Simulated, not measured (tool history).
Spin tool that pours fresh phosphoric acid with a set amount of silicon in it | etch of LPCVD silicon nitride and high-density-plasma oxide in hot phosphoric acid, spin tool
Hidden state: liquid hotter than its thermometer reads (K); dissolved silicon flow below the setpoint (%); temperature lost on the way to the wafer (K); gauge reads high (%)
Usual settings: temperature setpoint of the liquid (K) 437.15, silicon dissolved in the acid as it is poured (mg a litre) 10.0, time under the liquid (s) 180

| run | hour | temperature setpoint of the liquid (K) | silicon dissolved in the acid as it is poured (mg a litre) | time under the liquid (s) | wafers since the last listed run | hours since the thermometer was replaced | hours since the dissolved silicon flow meter was replaced | hours since the heated supply line was repaired | hours since the gauge calibration | read-back film thickness of the LPCVD silicon nitride reference wafer, read on the same gauge (nm) | read-back film thickness of the high-density-plasma oxide reference wafer, read on the same gauge (nm) | thickness taken off the LPCVD silicon nitride on a monitor wafer (angstrom) | thickness taken off the high-density-plasma oxide on a monitor wafer (angstrom) |
|---|---|---|---|---|---|---|---|---|---|---|---|---|---|
| 1 | 0.0 | 437.15 | 10.0 | 180 | 0 | 940.0 | 1462.2 | 2355.0 | 214.5 | 59.99 | 60.032 | 209.2 | 10.93 |
| 2 | 22.5 | 437.15 | 10.0 | 180 | 168 | 962.5 | 1484.7 | 2377.5 | 237.0 | 60.01 | 59.994 | 208.8 | 10.43 |
| 3 | 34.9 | 437.15 | 4.5 | 180 | 92 | 974.9 | 1497.1 | 2389.9 | 249.4 | 59.99 | 60.001 | 209.1 | 12.64 |
| 4 | 70.5 | 437.15 | 10.0 | 180 | 266 | 1010.5 | 1532.7 | 2425.5 | 285.0 | 59.99 | 60.024 | 210.2 | 10.91 |
| 5 | 97.9 | 437.15 | 7.5 | 180 | 205 | 1037.9 | 1560.1 | 2452.9 | 312.4 | 59.98 | 59.984 | 211.1 | 11.29 |
|  | 110.9 | thermometer replaced |
|  | 114.5 | gauge calibrated |
| 6 | 119.7 | 437.15 | 7.5 | 180 | 155 | 8.8 | 1581.9 | 2474.7 | 5.2 | 59.99 | 59.997 | 196.4 | 10.28 |
| 7 | 135.0 | 437.15 | 10.0 | 180 | 114 | 24.1 | 1597.2 | 2490.0 | 20.5 | 59.98 | 60.022 | 196.9 | 8.95 |
| 8 | 148.0 | 437.15 | 6.5 | 135 | 97 | 37.1 | 1610.2 | 2503.0 | 33.5 | 60.01 | 59.974 | 146.8 | 7.29 |
| 9 | 173.4 | 437.15 | 14.0 | 210 | 190 | 62.5 | 1635.6 | 2528.4 | 58.9 | 60.01 | 59.995 | 230.3 | 9.93 |
| 10 | 187.8 | 438.65 | 10.0 | 270 | 107 | 76.9 | 1650.0 | 2542.8 | 73.3 | 60.01 | 60.004 | 312.1 | 16.36 |
|  | 190.7 | dissolved silicon flow meter replaced |
| 11 | 223.2 | 436.15 | 4.0 | 85 | 257 | 112.3 | 32.5 | 2578.2 | 108.7 | 60.01 | 59.993 | 90.4 | 4.68 |
|  | 225.0 | heated supply line repaired |
| 12 | 241.8 | 434.15 | 17.5 | 180 | 131 | 130.9 | 51.1 | 16.8 | 127.3 | 60.02 | 60.024 | 179.1 | 5.91 |
| 13 | 272.9 | 435.65 | 10.0 | 250 | 233 | 162.0 | 82.2 | 47.9 | 158.4 | 59.99 | 60.022 | 262.4 | 12.23 |

Run 14 comes next. What will it give?
| 14 | 294.0 | 437.15 | 10.0 | 180 | 158 | 183.1 | 103.3 | 69.0 | 179.5 | ? | ? | ? | ? |

{"run 14": {"read-back film thickness of the LPCVD silicon nitride reference wafer, read on the same gauge (nm)": 60.0, "read-back film thickness of the high-density-plasma oxide reference wafer, read on the same gauge (nm)": 59.972, "thickness taken off the LPCVD silicon nitride on a monitor wafer (angstrom)": 199.7, "thickness taken off the high-density-plasma oxide on a monitor wafer (angstrom)": 9.79}}
Without the tool's hidden state the same run would have given thickness taken off the LPCVD silicon nitride on a monitor wafer (angstrom) 193.6, thickness taken off the high-density-plasma oxide on a monitor wafer (angstrom) 9.14.
